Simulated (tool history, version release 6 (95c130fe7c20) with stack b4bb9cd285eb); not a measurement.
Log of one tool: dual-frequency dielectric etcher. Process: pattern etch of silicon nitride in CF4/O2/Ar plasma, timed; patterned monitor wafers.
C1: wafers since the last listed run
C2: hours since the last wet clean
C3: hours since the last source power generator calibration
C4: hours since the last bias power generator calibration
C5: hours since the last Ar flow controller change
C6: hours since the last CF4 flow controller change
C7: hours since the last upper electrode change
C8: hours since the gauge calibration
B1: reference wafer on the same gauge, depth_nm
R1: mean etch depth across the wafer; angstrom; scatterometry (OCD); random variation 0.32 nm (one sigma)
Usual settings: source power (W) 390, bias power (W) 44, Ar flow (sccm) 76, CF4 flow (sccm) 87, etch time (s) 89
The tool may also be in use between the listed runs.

{"run": 1, "day": 0.0, "source power (W)": 440, "bias power (W)": 44, "Ar flow (sccm)": 76, "CF4 flow (sccm)": 87, "etch time (s)": 89, "C1": 0, "C2": 346.2, "C3": 2912.2, "C4": 4154.8, "C5": 2535.3, "C6": 5470.3, "C7": 3677.7, "C8": 1596.6, "B1": 129, "R1": 1640}
{"run": 2, "day": 2.467, "source power (W)": 450, "bias power (W)": 37, "Ar flow (sccm)": 76, "CF4 flow (sccm)": 87, "etch time (s)": 70, "C1": 492, "C2": 405.4, "C3": 2971.4, "C4": 4214, "C5": 2594.5, "C6": 5529.5, "C7": 3736.9, "C8": 1655.8, "B1": 129, "R1": 1262}
{"day": 3.558, "done": "Ar flow controller replaced"}
{"run": 3, "day": 3.583, "source power (W)": 390, "bias power (W)": 44, "Ar flow (sccm)": 65, "CF4 flow (sccm)": 87, "etch time (s)": 89, "C1": 173, "C2": 432.2, "C3": 2998.2, "C4": 4240.8, "C5": 0.6, "C6": 5556.3, "C7": 3763.7, "C8": 1682.6, "B1": 129, "R1": 1477}
{"run": 4, "day": 6.575, "source power (W)": 390, "bias power (W)": 44, "Ar flow (sccm)": 76, "CF4 flow (sccm)": 87, "etch time (s)": 89, "C1": 597, "C2": 504, "C3": 3070, "C4": 4312.6, "C5": 72.4, "C6": 5628.1, "C7": 3835.5, "C8": 1754.4, "B1": 129, "R1": 1461}
{"day": 7.338, "done": "source power generator calibrated"}
{"day": 7.921, "done": "wet clean of the chamber"}
{"day": 8.017, "done": "CF4 flow controller replaced"}
{"run": 5, "day": 8.767, "source power (W)": 390, "bias power (W)": 44, "Ar flow (sccm)": 76, "CF4 flow (sccm)": 87, "etch time (s)": 89, "C1": 268, "C2": 20.3, "C3": 34.3, "C4": 4365.2, "C5": 125, "C6": 18, "C7": 3888.1, "C8": 1807, "B1": 129, "R1": 1345}
{"day": 9.704, "done": "gauge calibrated"}
{"run": 6, "day": 11.521, "source power (W)": 390, "bias power (W)": 34, "Ar flow (sccm)": 90, "CF4 flow (sccm)": 108, "etch time (s)": 89, "C1": 550, "C2": 86.4, "C3": 100.4, "C4": 4431.3, "C5": 191.1, "C6": 84.1, "C7": 3954.2, "C8": 43.6, "B1": 129, "R1": 1290}
{"run": 7, "day": 13.158, "source power (W)": 390, "bias power (W)": 44, "Ar flow (sccm)": 76, "CF4 flow (sccm)": 87, "etch time (s)": 79, "C1": 327, "C2": 125.7, "C3": 139.7, "C4": 4470.6, "C5": 230.4, "C6": 123.4, "C7": 3993.5, "C8": 82.9, "B1": 129, "R1": 1199}
{"day": 15.838, "done": "bias power generator calibrated"}
{"run": 8, "day": 15.858, "source power (W)": 390, "bias power (W)": 44, "Ar flow (sccm)": 76, "CF4 flow (sccm)": 87, "etch time (s)": 89, "C1": 506, "C2": 190.5, "C3": 204.5, "C4": 0.5, "C5": 295.2, "C6": 188.2, "C7": 4058.3, "C8": 147.7, "B1": 129.1, "R1": 1361}
{"run": 9, "day": 16.979, "source power (W)": 330, "bias power (W)": 44, "Ar flow (sccm)": 76, "CF4 flow (sccm)": 87, "etch time (s)": 89, "C1": 223, "C2": 217.4, "C3": 231.4, "C4": 27.4, "C5": 322.1, "C6": 215.1, "C7": 4085.2, "C8": 174.6, "B1": 128.9, "R1": 1140}
{"run": 10, "day": 19.046, "source power (W)": 440, "bias power (W)": 49, "Ar flow (sccm)": 90, "CF4 flow (sccm)": 87, "etch time (s)": 89, "C1": 412, "C2": 267, "C3": 281, "C4": 77, "C5": 371.7, "C6": 264.7, "C7": 4134.8, "C8": 224.2, "B1": 128.9, "R1": 1565}
{"day": 20.725, "done": "upper electrode replaced"}
{"run": 11, "day": 20.746, "source power (W)": 390, "bias power (W)": 44, "Ar flow (sccm)": 76, "CF4 flow (sccm)": 87, "etch time (s)": 89, "C1": 139, "C2": 307.8, "C3": 321.8, "C4": 117.8, "C5": 412.5, "C6": 305.5, "C7": 0.5, "C8": 265, "B1": 129.1, "R1": 1365}
{"run": 12, "day": 22.346, "source power (W)": 390, "bias power (W)": 52, "Ar flow (sccm)": 70, "CF4 flow (sccm)": 87, "etch time (s)": 89, "C1": 319, "C2": 346.2, "C3": 360.2, "C4": 156.2, "C5": 450.9, "C6": 343.9, "C7": 38.9, "C8": 303.4, "B1": 128.9, "R1": 1455}
{"run": 13, "day": 24.325, "source power (W)": 360, "bias power (W)": 44, "Ar flow (sccm)": 76, "CF4 flow (sccm)": 81, "etch time (s)": 89, "C1": 395, "C2": 393.7, "C3": 407.7, "C4": 203.7, "C5": 498.4, "C6": 391.4, "C7": 86.4, "C8": 350.9, "B1": 129, "R1": 1243}
{"run": 14, "day": 26.275, "source power (W)": 490, "bias power (W)": 44, "Ar flow (sccm)": 76, "CF4 flow (sccm)": 87, "etch time (s)": 89, "C1": 389, "C2": 440.5, "C3": 454.5, "C4": 250.5, "C5": 545.2, "C6": 438.2, "C7": 133.2, "C8": 397.7, "B1": 129, "R1": 1753}
{"run": 15, "day": 28.7, "source power (W)": 390, "bias power (W)": 44, "Ar flow (sccm)": 76, "CF4 flow (sccm)": 87, "etch time (s)": 89, "C1": 484, "C2": 498.7, "C3": 512.7, "C4": 308.7, "C5": 603.4, "C6": 496.4, "C7": 191.4, "C8": 455.9, "B1": 129, "R1": 1387}
{"day": 31.729, "done": "wet clean of the chamber"}
{"run": 16, "day": 31.75, "source power (W)": 420, "bias power (W)": 33, "Ar flow (sccm)": 76, "CF4 flow (sccm)": 87, "etch time (s)": 89, "C1": 409, "C2": 0.5, "C3": 585.9, "C4": 381.9, "C5": 676.6, "C6": 569.6, "C7": 264.6, "C8": 529.1, "B1": 129.1, "R1": 1362}
{"run": 17, "day": 32.729, "source power (W)": 440, "bias power (W)": 39, "Ar flow (sccm)": 76, "CF4 flow (sccm)": 97, "etch time (s)": 89, "C1": 195, "C2": 24, "C3": 609.4, "C4": 405.4, "C5": 700.1, "C6": 593.1, "C7": 288.1, "C8": 552.6, "B1": 129, "R1": 1530}
{"run": 18, "day": 34.179, "source power (W)": 360, "bias power (W)": 48, "Ar flow (sccm)": 84, "CF4 flow (sccm)": 103, "etch time (s)": 89, "C1": 289, "C2": 58.8, "C3": 644.2, "C4": 440.2, "C5": 734.9, "C6": 627.9, "C7": 322.9, "C8": 587.4, "B1": 129, "R1": 1307}

Forecast run 19:
{"run": 19, "day": 36.346, "source power (W)": 390, "bias power (W)": 34, "Ar flow (sccm)": 81, "CF4 flow (sccm)": 87, "etch time (s)": 72, "C1": 432, "C2": 110.8, "C3": 696.2, "C4": 492.2, "C5": 786.9, "C6": 679.9, "C7": 374.9, "C8": 639.4, "B1": "?", "R1": "?"}

Run 19 gave B1 128.8, R1 1028 angstrom.
Without the tool's hidden state the same run would have given R1 1010 angstrom.

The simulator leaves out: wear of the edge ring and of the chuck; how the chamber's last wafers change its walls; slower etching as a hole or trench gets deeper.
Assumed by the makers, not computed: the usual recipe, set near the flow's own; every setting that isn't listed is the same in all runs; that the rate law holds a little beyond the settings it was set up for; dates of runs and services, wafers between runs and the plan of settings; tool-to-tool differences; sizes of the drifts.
